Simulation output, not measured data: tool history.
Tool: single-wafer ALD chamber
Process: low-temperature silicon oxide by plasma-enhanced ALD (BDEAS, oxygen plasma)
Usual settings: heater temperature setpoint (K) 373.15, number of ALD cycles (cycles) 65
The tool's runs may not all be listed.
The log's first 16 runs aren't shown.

| run | hour | heater temperature setpoint (K) | number of ALD cycles (cycles) | read-back reference wafer on the same gauge, thickness_nm | mean film thickness on the monitor wafer (nm) |
|---|---|---|---|---|---|
| 17 | 311.2 | 373.15 | 56 | 7.661 | 7.835 |
| 18 | 326.3 | 373.15 | 65 | 7.645 | 9.134 |
| 19 | 358.2 | 373.15 | 65 | 7.641 | 9.124 |
| 20 | 379.9 | 381.15 | 57 | 7.630 | 7.899 |
| 21 | 410.9 | 373.15 | 75 | 7.625 | 10.512 |
| 22 | 443.1 | 359.15 | 53 | 7.618 | 7.705 |
| 23 | 461.9 | 384.15 | 58 | 7.614 | 7.973 |
| 24 | 483.5 | 373.15 | 74 | 7.608 | 10.335 |
|  | 499.3 | thermocouple changed; heater temperature recalibrated |
| 25 | 510.9 | 378.15 | 74 | 7.609 | 10.214 |
|  | 543.5 | gauge calibrated |
| 26 | 609.0 | 385.15 | 65 | 7.780 | 9.113 |
| 27 | 629.3 | 378.15 | 74 | 7.773 | 10.506 |
| 28 | 654.1 | 378.15 | 69 | 7.764 | 9.743 |
| 29 | 667.8 | 373.15 | 65 | 7.753 | 9.270 |
| 30 | 698.2 | 383.15 | 72 | 7.754 | 10.063 |
| 31 | 726.9 | 378.15 | 69 | 7.746 | 9.704 |
| 32 | 831.2 | 373.15 | 72 | 7.719 | 10.198 |
| 33 | 852.7 | 384.15 | 57 | 7.714 | 7.917 |
| 34 | 874.9 | 365.15 | 73 | 7.711 | 10.588 |
| 35 | 900.8 | 373.15 | 65 | 7.707 | 9.187 |
| 36 | 934.0 | 373.15 | 65 | 7.695 | 9.156 |
| 37 | 966.0 | 373.15 | 65 | 7.677 | 9.137 |
| 38 | 980.0 | 373.15 | 65 | 7.679 | 9.134 |
| 39 | 1010.6 | 367.15 | 54 | 7.669 | 7.705 |
| 40 | 1037.6 | 368.15 | 65 | 7.664 | 9.317 |
| 41 | 1065.6 | 373.15 | 65 | 7.656 | 9.135 |

Forecast each of these 4 alternatives for the next run:
| A | 1066.1 | 373.15 | 53 | ? | ? |
| B | 1066.1 | 385.15 | 72 | ? | ? |
| C | 1066.1 | 386.15 | 57 | ? | ? |
| D | 1066.1 | 386.15 | 73 | ? | ? |

| run | read-back reference wafer on the same gauge, thickness_nm | mean film thickness on the monitor wafer (nm) |
|---|---|---|
| A | 7.655 | 7.462 |
| B | 7.655 | 9.944 |
| C | 7.655 | 7.860 |
| D | 7.655 | 10.066 |
Without the tool's hidden state the same runs would have given:
| run | mean film thickness on the monitor wafer (nm) |
|---|---|
| A | 7.592 |
| B | 10.118 |
| C | 7.997 |
| D | 10.241 |
